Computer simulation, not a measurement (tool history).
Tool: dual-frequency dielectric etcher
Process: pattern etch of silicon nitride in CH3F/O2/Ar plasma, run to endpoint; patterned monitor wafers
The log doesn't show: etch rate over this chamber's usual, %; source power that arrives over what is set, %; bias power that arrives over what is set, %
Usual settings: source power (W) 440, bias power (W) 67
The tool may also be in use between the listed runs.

run,day,source power (W),bias power (W),wafers since the last listed run,hours since the last wet clean,hours since the last source power generator calibration,hours since the last bias power generator calibration,hours since the last upper electrode change,"incoming incoming film thickness, nm",endpoint time (s)
1,0,490,67,0,151.7,3674.9,2720.6,4773.1,33.15,47.7
2,0.342,490,67,147,159.9,3683.1,2728.8,4781.3,32.6,46.9
3,0.783,440,67,190,170.5,3693.7,2739.4,4791.9,32.44,48.9
4,1.246,440,67,199,181.6,3704.8,2750.5,4803,32.58,49.1
5,1.962,440,67,308,198.8,3722,2767.7,4820.2,33.17,50
6,2.696,440,75,315,216.4,3739.6,2785.3,4837.8,32.8,48.1
7,3.071,440,75,161,225.4,3748.6,2794.3,4846.8,32.34,47.3
8,3.558,440,67,209,237.1,3760.3,2806,4858.5,32.91,49.7
9,4.283,440,71,312,254.5,3777.7,2823.4,4875.9,32.87,48.9
10,5.029,440,71,321,272.4,3795.6,2841.3,4893.8,32.61,48.5
11,5.454,530,56,183,282.6,3805.8,2851.5,4904,32.75,48.1
12,5.758,530,56,131,289.9,3813.1,2858.8,4911.3,33.12,48.6
13,6.058,440,67,129,297.1,3820.3,2866,4918.5,32.97,50.1
14,6.75,440,78,297,313.7,3836.9,2882.6,4935.1,32.67,47.6
# day 7.792: upper electrode replaced
# day 7.854: wet clean of the chamber
15,7.875,440,67,26,0.5,3863.9,2909.6,2,32.99,49.7
16,7.892,440,67,7,0.9,3864.3,2910,2.4,32.79,49.4
17,7.954,440,67,26,2.4,3865.8,2911.5,3.9,32.84,49.2
18,8.371,440,50,179,12.4,3875.8,2921.5,13.9,32.75,52.9
19,8.692,330,67,138,20.1,3883.5,2929.2,21.6,32.61,55.6
20,9.371,350,74,292,36.4,3899.8,2945.5,37.9,32.55,52.6
21,10.112,440,67,319,54.2,3917.6,2963.3,55.7,32.76,49.2
22,10.521,440,54,175,64,3927.4,2973.1,65.5,32.95,52
23,10.829,370,67,132,71.4,3934.8,2980.5,72.9,32.63,53
24,11.196,440,52,157,80.2,3943.6,2989.3,81.7,32.79,52.3
25,11.721,440,58,226,92.8,3956.2,3001.9,94.3,32.66,50.9
26,12.367,400,75,278,108.3,3971.7,3017.4,109.8,32.99,50.3
# day 12.983: bias power generator calibrated
27,13.092,440,67,240,125.7,3989.1,2.6,127.2,32.52,48.9
# day 13.362: source power generator calibrated
28,13.675,500,67,179,139.7,7.5,16.6,141.2,32.63,46.7
29,13.95,440,67,118,146.3,14.1,23.2,147.8,32.64,49.4
30,14.554,550,83,260,160.8,28.6,37.7,162.3,32.91,42.6
31,15.3,510,51,321,178.7,46.5,55.6,180.2,32.74,49.8
32,16.738,330,67,619,213.2,81,90.1,214.7,33.13,57.1
33,16.992,360,52,109,219.3,87.1,96.2,220.8,32.84,57.7
34,17.608,480,53,265,234.1,101.9,111,235.6,32.88,50.9
35,18.062,540,75,195,245,112.8,121.9,246.5,32.76,44.3

Some steps in endpoint time (s) between neighbouring runs. How much of each would the tool show without its hidden state too (settings, what came in, random variation), and how much is left for the hidden state, with any gauge scatter that isn't in both results?
Run 3 -> 4: no setting changed, nothing entered. endpoint time (s) +0.2: hidden state +0.1, all else +0.1.
Run 14 -> 15: bias power (W) 78 -> 67, upper electrode replaced, wet clean of the chamber. endpoint time (s) +2.1: hidden state -0.5, all else +2.6.
Run 30 -> 31: source power (W) 550 -> 510, bias power (W) 83 -> 51. endpoint time (s) +7.2: hidden state +0.1, all else +7.1.
Run 31 -> 32: source power (W) 510 -> 330, bias power (W) 51 -> 67. endpoint time (s) +7.3: hidden state +0.2, all else +7.1.
Run 33 -> 34: source power (W) 360 -> 480, bias power (W) 52 -> 53. endpoint time (s) -6.8: hidden state -0.1, all else -6.7.

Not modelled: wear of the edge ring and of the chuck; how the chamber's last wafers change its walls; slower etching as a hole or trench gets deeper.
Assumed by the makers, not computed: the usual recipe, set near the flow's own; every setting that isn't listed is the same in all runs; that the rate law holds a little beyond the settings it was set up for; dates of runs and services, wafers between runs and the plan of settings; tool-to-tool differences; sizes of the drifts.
